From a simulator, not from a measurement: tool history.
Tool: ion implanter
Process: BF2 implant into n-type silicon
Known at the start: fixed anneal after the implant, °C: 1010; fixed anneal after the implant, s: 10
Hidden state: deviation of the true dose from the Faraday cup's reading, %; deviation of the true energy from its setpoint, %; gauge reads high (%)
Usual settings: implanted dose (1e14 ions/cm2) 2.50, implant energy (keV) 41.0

run,hour,implanted dose (1e14 ions/cm2),implant energy (keV),wafers since the last listed run,hours since the last dose calibration,hours since the extraction supply was calibrated,hours since the gauge calibration,"read-back reference wafer on the same gauge, sheet resistance",sheet resistance of the implanted and annealed layer (ohm/square)
1,0.0,2.50,45.5,0,1057.3,2057.3,1147.0,343.25,413.66
2,39.6,2.80,41.0,670,1096.9,2096.9,1186.6,342.85,384.57
3,83.0,2.80,41.0,735,1140.3,2140.3,1230.0,342.36,384.17
4,125.9,2.80,41.0,726,1183.2,2183.2,1272.9,341.93,386.12
# hour 222.5: Faraday cup replaced and dose calibrated
5,223.0,2.50,41.0,1509,0.5,2280.3,1370.0,342.19,424.15
6,320.6,2.50,41.0,1653,98.1,2377.9,1467.6,342.14,421.04
7,416.2,2.50,41.0,1619,193.7,2473.5,1563.2,341.90,418.53
8,502.6,2.50,41.0,1463,280.1,2559.9,1649.6,341.55,420.36
9,603.8,2.50,41.0,1714,381.3,2661.1,1750.8,341.04,422.78
10,696.6,2.50,41.0,1571,474.1,2753.9,1843.6,341.08,421.76
11,740.2,2.50,41.0,738,517.7,2797.5,1887.2,340.69,419.18
12,809.6,2.50,41.0,1175,587.1,2866.9,1956.6,341.39,419.08
13,906.7,2.50,41.0,1644,684.2,2964.0,2053.7,341.07,419.81
14,964.5,2.50,41.0,979,742.0,3021.8,2111.5,341.38,421.05
15,1069.6,2.50,41.0,1780,847.1,3126.9,2216.6,341.14,420.49
16,1107.7,2.50,41.0,645,885.2,3165.0,2254.7,340.30,419.80
17,1159.1,2.50,41.0,870,936.6,3216.4,2306.1,340.61,420.05
18,1250.1,2.50,41.0,1541,1027.6,3307.4,2397.1,340.93,419.99
19,1338.0,3.23,50.0,1488,1115.5,3395.3,2485.0,340.51,331.98
20,1404.8,2.50,41.0,1131,1182.3,3462.1,2551.8,340.57,421.30
21,1453.6,2.50,48.5,826,1231.1,3510.9,2600.6,340.65,409.06
# hour 1483.7: Faraday cup replaced and dose calibrated
# hour 1494.6: extraction supply calibrated
22,1495.3,3.00,30.5,435,11.6,0.7,2642.3,341.00,370.18
# hour 1509.9: gauge calibrated
23,1550.3,2.50,41.0,931,66.6,55.7,40.4,351.91,434.63
24,1597.4,2.87,47.0,797,113.7,102.8,87.5,351.60,378.55
25,1660.9,2.50,41.0,1075,177.2,166.3,151.0,351.36,430.40
26,1702.3,2.50,41.0,701,218.6,207.7,192.4,350.54,429.42
27,1806.0,2.10,30.5,1756,322.3,311.4,296.1,349.42,512.56
28,1890.0,3.22,47.5,1422,406.3,395.4,380.1,348.45,339.99
29,1974.0,2.50,41.0,1422,490.3,479.4,464.1,347.92,427.27
30,2046.9,1.99,46.5,1234,563.2,552.3,537.0,347.03,507.76
31,2136.9,3.17,49.5,1524,653.2,642.3,627.0,346.59,340.40
32,2214.0,2.99,30.5,1306,730.3,719.4,704.1,346.20,374.17
33,2302.4,2.50,41.0,1497,818.7,807.8,792.5,345.50,429.27
34,2342.4,1.92,48.0,677,858.7,847.8,832.5,345.12,514.31

What the log doesn't show, run by run:
deviation of the true dose from the Faraday cup's reading, %: 0 in every run
deviation of the true energy from its setpoint, %: 0 in every run
H1: gauge reads high (%)
run,H1
1,-2.59
2,-2.63
3,-2.67
4,-2.71
5,-2.79
6,-2.85
7,-2.91
8,-2.96
9,-3.01
10,-3.05
11,-3.07
12,-3.1
13,-3.13
14,-3.15
15,-3.18
16,-3.19
17,-3.2
18,-3.22
19,-3.23
20,-3.25
21,-3.25
22,-3.26
23,0.109
24,-0.0736
25,-0.303
26,-0.443
27,-0.763
28,-0.993
29,-1.2
30,-1.36
31,-1.54
32,-1.68
33,-1.83
34,-1.89
